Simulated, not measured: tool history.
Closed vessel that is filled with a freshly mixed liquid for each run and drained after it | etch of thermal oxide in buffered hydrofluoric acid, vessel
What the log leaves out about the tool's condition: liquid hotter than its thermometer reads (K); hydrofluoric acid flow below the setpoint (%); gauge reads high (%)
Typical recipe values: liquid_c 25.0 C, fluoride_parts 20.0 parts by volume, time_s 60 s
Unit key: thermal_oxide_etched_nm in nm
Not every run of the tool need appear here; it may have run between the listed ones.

run   hour  liquid_c  fluoride_parts  time_s  wafers since the last listed run  hours since the thermometer was replaced  hours since the hydrofluoric acid flow meter was replaced  hours since the gauge calibration  read-back film thickness of the thermal oxide reference wafer, read on the same gauge (nm)  thermal_oxide_etched_nm
  1    0.0      25.0            20.0      60                                 0                                    1678.9                                                     1475.0                              387.7                                                                                      120.00                    33.27
  2   35.1      25.0            20.0      60                              3247                                    1714.0                                                     1510.1                              422.8                                                                                      120.00                    33.19
  3   66.5      25.0            20.0      85                              2904                                    1745.4                                                     1541.5                              454.2                                                                                      120.01                    46.97
  4   92.7      25.0            20.0      85                              2423                                    1771.6                                                     1567.7                              480.4                                                                                      120.00                    46.96
  5  120.4      25.0            20.0      60                              2562                                    1799.3                                                     1595.4                              508.1                                                                                      119.99                    33.02
  6  143.2      25.0            20.0      60                              2109                                    1822.1                                                     1618.2                              530.9                                                                                      119.98                    33.17
  7  167.9      25.0            20.0      60                              2285                                    1846.8                                                     1642.9                              555.6                                                                                      119.99                    33.24
  8  187.9      25.0            20.0      60                              1850                                    1866.8                                                     1662.9                              575.6                                                                                      120.00                    33.08
  9  216.7      25.0            20.0      45                              2664                                    1895.6                                                     1691.7                              604.4                                                                                      119.98                    24.55
 10  248.1      25.0            20.0      60                              2904                                    1927.0                                                     1723.1                              635.8                                                                                      120.01                    32.92
 11  263.8      25.0            20.0      60                              1452                                    1942.7                                                     1738.8                              651.5                                                                                      120.00                    32.98
 12  288.9      25.0            20.0      60                              2322                                    1967.8                                                     1763.9                              676.6                                                                                      120.00                    32.87
 13  322.3      25.0            16.5      75                              3089                                    2001.2                                                     1797.3                              710.0                                                                                      120.00                    47.87
     337.2  -- hydrofluoric acid flow meter replaced
 14  377.9      28.0            26.5      60                              5051                                    2056.8                                                       40.7                              765.6                                                                                      119.99                    34.50
 15  409.5      20.0            24.5      90                              2923                                    2088.4                                                       72.3                              797.2                                                                                      120.01                    35.17
     416.6  -- gauge calibrated
 16  435.0      26.5            20.0      45                              2359                                    2113.9                                                       97.8                               18.4                                                                                      120.00                    29.06
 17  450.7      25.0            16.5      75                              1452                                    2129.6                                                      113.5                               34.1                                                                                      120.01                    53.53
 18  484.9      25.0            20.0      60                              3163                                    2163.8                                                      147.7                               68.3                                                                                      120.01                    35.48
     513.7  -- thermometer replaced
 19  514.2      25.0            16.5      75                              2618                                       0.5                                                      177.0                               97.6                                                                                      120.03                    53.36
 20  528.3      28.0            27.5      35                              1304                                      14.6                                                      191.1                              111.7                                                                                      120.00                    19.48
 21  562.0      21.5            20.0      60                              3117                                      48.3                                                      224.8                              145.4                                                                                      120.01                    29.14
 22  583.5      26.5            22.5      90                              1989                                      69.8                                                      246.3                              166.9                                                                                      120.00                    53.07
 23  604.8      21.5            26.0      85                              1970                                      91.1                                                      267.6                              188.2                                                                                      120.00                    34.61
 24  637.1      25.0            20.0      60                              2988                                     123.4                                                      299.9                              220.5                                                                                      120.00                    35.22
 25  656.3      25.0            17.5      60                              1776                                     142.6                                                      319.1                              239.7                                                                                      119.99                    39.80
 26  686.9      21.0            26.5      30                              2830                                     173.2                                                      349.7                              270.3                                                                                      119.99                    11.63
 27  718.6      21.5            22.5      30                              2932                                     204.9                                                      381.4                              302.0                                                                                      120.00                    13.40

Predict each of these 3 candidate next runs independently; none follows another, all start after run 27:
  A  719.3      25.0            20.0      60                                64                                     205.6                                                      382.1                              302.7                                                                                           ?                        ?
  B  719.3      21.5            23.5      80                                64                                     205.6                                                      382.1                              302.7                                                                                           ?                        ?
  C  719.3      28.5            22.5      35                                64                                     205.6                                                      382.1                              302.7                                                                                           ?                        ?

run  read-back film thickness of the thermal oxide reference wafer, read on the same gauge (nm)  thermal_oxide_etched_nm
  A                                                                                      119.99                    34.96
  B                                                                                      119.99                    34.40
  C                                                                                      119.99                    22.71
With no hidden state in the tool, these same runs would have given:
run  thermal_oxide_etched_nm
  A                    35.60
  B                    35.04
  C                    23.13
